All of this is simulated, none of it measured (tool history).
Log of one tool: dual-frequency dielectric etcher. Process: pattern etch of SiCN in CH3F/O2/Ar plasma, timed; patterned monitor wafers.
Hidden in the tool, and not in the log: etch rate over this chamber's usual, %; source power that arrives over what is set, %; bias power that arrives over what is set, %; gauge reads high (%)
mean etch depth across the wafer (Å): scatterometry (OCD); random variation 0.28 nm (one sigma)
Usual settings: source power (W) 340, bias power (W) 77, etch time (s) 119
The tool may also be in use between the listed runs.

run    hour  source power (W)  bias power (W)  etch time (s)  wafers since the last listed run  hours since the last wet clean  hours since the last source power generator calibration  hours since the last bias power generator calibration  hours since the last upper electrode change  hours since the gauge calibration  read-back reference wafer on the same gauge, depth_nm  mean etch depth across the wafer (Å)
  1       0               340              77          135.5                                 0                           366.3                                                   1341.4                                                 4327.3                                       1113.5                                627                                                  45.42                                 492.3
  2    24.5               340              77            119                               210                           390.8                                                   1365.9                                                 4351.8                                         1138                              651.5                                                  45.45                                 431.4
       52.6  -- wet clean of the chamber
  3    73.6               340              77            119                               215                              21                                                     1415                                                 4400.9                                       1187.1                              700.6                                                  45.48                                 441.2
  4   107.1               340              77          131.5                               287                            54.5                                                   1448.5                                                 4434.4                                       1220.6                              734.1                                                  45.42                                 487.2
  5   208.1               340              77          131.5                               866                           155.5                                                   1549.5                                                 4535.4                                       1321.6                              835.1                                                   45.5                                 488.6
  6   267.7               340              77          131.5                               511                           215.1                                                   1609.1                                                   4595                                       1381.2                              894.7                                                  45.61                                 485.9
  7   302.9               390              87            119                               301                           250.3                                                   1644.3                                                 4630.2                                       1416.4                              929.9                                                  45.45                                 480.4
  8   367.1               340              77            119                               550                           314.5                                                   1708.5                                                 4694.4                                       1480.6                              994.1                                                  45.46                                 435.2
  9   418.6               340              77            119                               441                             366                                                     1760                                                 4745.9                                       1532.1                             1045.6                                                  45.52                                 434.5
      456.6  -- gauge calibrated
      562.9  -- wet clean of the chamber
 10   605.6               340              77            119                              1398                            42.7                                                     1947                                                 4932.9                                       1719.1                                149                                                  45.52                                 414.2
 11   639.3               340              77            119                               289                            76.4                                                   1980.7                                                 4966.6                                       1752.8                              182.7                                                  45.56                                 414.6
      670.7  -- bias power generator calibrated
 12   709.2               340              77            119                               565                           146.3                                                   2050.6                                                   38.5                                       1822.7                              252.6                                                  45.51                                 413.6
      772.6  -- wet clean of the chamber, repeated, since the last time left the tool worse
 13   773.1               380              77          144.5                               342                             0.5                                                   2114.5                                                  102.4                                       1886.6                              316.5                                                  45.54                                 570.2
      843.7  -- upper electrode replaced
 14   844.2               340              77          108.5                               403                            71.6                                                   2185.6                                                  173.5                                          0.5                              387.6                                                  45.43                                 404.4
 15   891.4               270              77           90.5                               404                           118.8                                                   2232.8                                                  220.7                                         47.7                              434.8                                                  45.49                                 294.5
 16   937.4               340              77            119                               394                           164.8                                                   2278.8                                                  266.7                                         93.7                              480.8                                                  45.49                                 439.4
 17   962.8               410              77          134.5                               217                           190.2                                                   2304.2                                                  292.1                                        119.1                              506.2                                                  45.52                                   539
 18  1019.4               340              77          108.5                               485                           246.8                                                   2360.8                                                  348.7                                        175.7                              562.8                                                  45.56                                 396.8
 19  1050.5               380              77          144.5                               266                           277.9                                                   2391.9                                                  379.8                                        206.8                              593.9                                                  45.43                                 555.2
 20  1110.3               340              91          108.5                               512                           337.7                                                   2451.7                                                  439.6                                        266.6                              653.7                                                  45.45                                 412.1
 21  1159.3               300              69           89.5                               420                           386.7                                                   2500.7                                                  488.6                                        315.6                              702.7                                                  45.49                                 298.6
     1193.6  -- source power generator calibrated
 22  1204.8               340              77            119                               355                           432.2                                                     11.2                                                  534.1                                        361.1                              748.2                                                  45.51                                 432.9

The next listed run, before its measurement:
     1250.6  -- wet clean of the chamber
 23  1267.7               380              77            119                               333                            17.1                                                     74.1                                                    597                                          424                              811.1                                                      ?                                     ?

read-back reference wafer on the same gauge, depth_nm: 45.58
mean etch depth across the wafer (Å): 470
Without the tool's hidden state the same run would have given mean etch depth across the wafer (Å) 470.5.
